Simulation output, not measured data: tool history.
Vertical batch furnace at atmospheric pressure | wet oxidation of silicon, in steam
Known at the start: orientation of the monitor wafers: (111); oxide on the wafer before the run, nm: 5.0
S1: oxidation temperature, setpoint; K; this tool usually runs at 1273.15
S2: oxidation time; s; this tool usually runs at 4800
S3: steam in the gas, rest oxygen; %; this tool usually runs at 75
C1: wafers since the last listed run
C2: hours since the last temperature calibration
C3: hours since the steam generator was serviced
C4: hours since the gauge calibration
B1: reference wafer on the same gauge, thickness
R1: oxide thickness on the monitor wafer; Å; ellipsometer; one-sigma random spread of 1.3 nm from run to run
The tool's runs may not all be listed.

run 1 hour=0 | S1=1273.15 S2=4800 S3=75 | C1=0 C2=1867 C3=2381.4 C4=666.9 | B1=581.7 | R1=5051.4
run 2 hour=67.7 | S1=1273.15 S2=4800 S3=75 | C1=706 C2=1934.7 C3=2449.1 C4=734.6 | B1=582.08 | R1=5022.5
run 3 hour=128.9 | S1=1273.15 S2=4800 S3=75 | C1=638 C2=1995.9 C3=2510.3 C4=795.8 | B1=582.28 | R1=5037.1
run 4 hour=163.2 | S1=1273.15 S2=4800 S3=75 | C1=357 C2=2030.2 C3=2544.6 C4=830.1 | B1=582.54 | R1=5058.5
run 5 hour=187.5 | S1=1273.15 S2=4800 S3=75 | C1=253 C2=2054.5 C3=2568.9 C4=854.4 | B1=582.12 | R1=5030.6
run 6 hour=213.5 | S1=1273.15 S2=6720 S3=75 | C1=271 C2=2080.5 C3=2594.9 C4=880.4 | B1=581.5 | R1=6181.4
run 7 hour=257.5 | S1=1273.15 S2=6720 S3=75 | C1=458 C2=2124.5 C3=2638.9 C4=924.4 | B1=582.17 | R1=6191.4
run 8 hour=310.1 | S1=1273.15 S2=4800 S3=75 | C1=548 C2=2177.1 C3=2691.5 C4=977 | B1=582.25 | R1=5065.4
run 9 hour=335.6 | S1=1273.15 S2=4800 S3=75 | C1=265 C2=2202.6 C3=2717 C4=1002.5 | B1=582.51 | R1=5071.1
-- hour=409.8 steam generator serviced
run 10 hour=410.3 | S1=1273.15 S2=4800 S3=75 | C1=528 C2=2277.3 C3=0.5 C4=1077.2 | B1=581.01 | R1=5059.6
run 11 hour=462.3 | S1=1273.15 S2=4800 S3=75 | C1=542 C2=2329.3 C3=52.5 C4=1129.2 | B1=581.61 | R1=5079.4
run 12 hour=524.4 | S1=1273.15 S2=4800 S3=75 | C1=647 C2=2391.4 C3=114.6 C4=1191.3 | B1=582.2 | R1=5053.2
run 13 hour=584.1 | S1=1273.15 S2=3030 S3=80 | C1=622 C2=2451.1 C3=174.3 C4=1251 | B1=581.95 | R1=3993
run 14 hour=616.6 | S1=1273.15 S2=4800 S3=65 | C1=338 C2=2483.6 C3=206.8 C4=1283.5 | B1=582.14 | R1=4653.8
-- hour=691.9 thermocouples replaced and temperature profile calibrated
run 15 hour=692.4 | S1=1273.15 S2=2910 S3=75 | C1=540 C2=0.5 C3=282.6 C4=1359.3 | B1=581.15 | R1=3780.4
run 16 hour=704.8 | S1=1273.15 S2=4800 S3=75 | C1=129 C2=12.9 C3=295 C4=1371.7 | B1=582.01 | R1=5143.5
run 17 hour=753.3 | S1=1273.15 S2=4800 S3=81 | C1=505 C2=61.4 C3=343.5 C4=1420.2 | B1=581.74 | R1=5403.4
-- hour=762.6 gauge calibrated
run 18 hour=813.6 | S1=1273.15 S2=4800 S3=66 | C1=628 C2=121.7 C3=403.8 C4=51 | B1=581.67 | R1=4758.4
-- hour=878.2 thermocouples replaced and temperature profile calibrated, repeated, since the last time left the tool worse
run 19 hour=878.7 | S1=1273.15 S2=3810 S3=65 | C1=428 C2=0.5 C3=468.9 C4=116.1 | B1=582.31 | R1=3955.7

Predict the results of run 20:
run 20 hour=929.6 | S1=1273.15 S2=4800 S3=75 | C1=530 C2=51.4 C3=519.8 C4=167 | B1=? | R1=?

B1: 581.71
R1: 4986.2 Å
With no hidden state in the tool, this same run would have given R1 4978.1 Å.

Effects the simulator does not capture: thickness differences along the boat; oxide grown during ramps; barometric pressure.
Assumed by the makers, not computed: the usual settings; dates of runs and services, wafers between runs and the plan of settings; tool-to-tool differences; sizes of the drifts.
